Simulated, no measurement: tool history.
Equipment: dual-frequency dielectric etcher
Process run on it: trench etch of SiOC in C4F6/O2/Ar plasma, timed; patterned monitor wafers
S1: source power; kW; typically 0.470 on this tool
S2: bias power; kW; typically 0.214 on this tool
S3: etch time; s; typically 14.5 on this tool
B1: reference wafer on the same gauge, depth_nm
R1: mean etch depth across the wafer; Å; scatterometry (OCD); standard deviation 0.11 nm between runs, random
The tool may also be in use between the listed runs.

{"run": 1, "hour": 0.0, "S1": 0.47, "S2": 0.214, "S3": 14.5, "B1": 35.61, "R1": 331.2}
{"run": 2, "hour": 24.2, "S1": 0.47, "S2": 0.214, "S3": 14.5, "B1": 35.57, "R1": 333.2}
{"run": 3, "hour": 53.7, "S1": 0.47, "S2": 0.214, "S3": 14.5, "B1": 35.61, "R1": 334.4}
{"run": 4, "hour": 115.0, "S1": 0.47, "S2": 0.214, "S3": 14.5, "B1": 35.62, "R1": 337.2}
{"run": 5, "hour": 151.7, "S1": 0.47, "S2": 0.214, "S3": 14.5, "B1": 35.59, "R1": 338.7}
{"hour": 176.0, "done": "wet clean of the chamber"}
{"run": 6, "hour": 197.3, "S1": 0.47, "S2": 0.214, "S3": 13.0, "B1": 35.58, "R1": 290.4}
{"run": 7, "hour": 230.4, "S1": 0.47, "S2": 0.214, "S3": 14.5, "B1": 35.58, "R1": 326.0}
{"run": 8, "hour": 296.0, "S1": 0.47, "S2": 0.214, "S3": 14.5, "B1": 35.65, "R1": 329.2}
{"run": 9, "hour": 365.5, "S1": 0.47, "S2": 0.197, "S3": 14.5, "B1": 35.59, "R1": 324.1}
{"hour": 392.2, "done": "gauge calibrated"}
{"run": 10, "hour": 424.8, "S1": 0.47, "S2": 0.197, "S3": 14.5, "B1": 35.59, "R1": 323.6}
{"run": 11, "hour": 492.2, "S1": 0.47, "S2": 0.214, "S3": 14.5, "B1": 35.64, "R1": 332.6}
{"run": 12, "hour": 557.7, "S1": 0.47, "S2": 0.197, "S3": 14.5, "B1": 35.62, "R1": 327.7}
{"hour": 624.7, "done": "source power generator calibrated"}
{"hour": 631.4, "done": "bias power generator calibrated"}
{"run": 13, "hour": 631.9, "S1": 0.37, "S2": 0.214, "S3": 14.5, "B1": 35.54, "R1": 314.7}
{"hour": 655.9, "done": "wet clean of the chamber"}
{"run": 14, "hour": 699.4, "S1": 0.52, "S2": 0.235, "S3": 10.5, "B1": 35.6, "R1": 248.8}
{"run": 15, "hour": 743.6, "S1": 0.55, "S2": 0.214, "S3": 14.5, "B1": 35.51, "R1": 343.0}
{"hour": 806.2, "done": "upper electrode replaced"}
{"run": 16, "hour": 806.7, "S1": 0.47, "S2": 0.183, "S3": 18.0, "B1": 35.64, "R1": 385.9}
{"run": 17, "hour": 845.8, "S1": 0.52, "S2": 0.26, "S3": 10.5, "B1": 35.63, "R1": 261.0}
{"run": 18, "hour": 878.0, "S1": 0.47, "S2": 0.264, "S3": 14.5, "B1": 35.62, "R1": 352.9}
{"run": 19, "hour": 925.4, "S1": 0.47, "S2": 0.239, "S3": 14.5, "B1": 35.6, "R1": 342.0}
{"run": 20, "hour": 959.8, "S1": 0.57, "S2": 0.214, "S3": 19.0, "B1": 35.59, "R1": 462.8}
{"run": 21, "hour": 1011.1, "S1": 0.42, "S2": 0.18, "S3": 10.5, "B1": 35.62, "R1": 221.7}

Predict each of these 5 candidate next runs independently; none follows another, all start after run 21:
{"run": "A", "hour": 1011.5, "S1": 0.47, "S2": 0.214, "S3": 14.5, "B1": "?", "R1": "?"}
{"run": "B", "hour": 1011.5, "S1": 0.47, "S2": 0.252, "S3": 11.5, "B1": "?", "R1": "?"}
{"run": "C", "hour": 1011.5, "S1": 0.47, "S2": 0.214, "S3": 18.5, "B1": "?", "R1": "?"}
{"run": "D", "hour": 1011.5, "S1": 0.4, "S2": 0.179, "S3": 14.5, "B1": "?", "R1": "?"}
{"run": "E", "hour": 1011.5, "S1": 0.47, "S2": 0.228, "S3": 11.0, "B1": "?", "R1": "?"}

run=A B1=35.59 R1=333.4
run=B B1=35.59 R1=277.7
run=C B1=35.59 R1=425.4
run=D B1=35.59 R1=300.0
run=E B1=35.59 R1=257.7
Had the tool no hidden state, the same runs would have come out as:
run=A R1=323.3
run=B R1=269.2
run=C R1=412.4
run=D R1=290.8
run=E R1=249.9
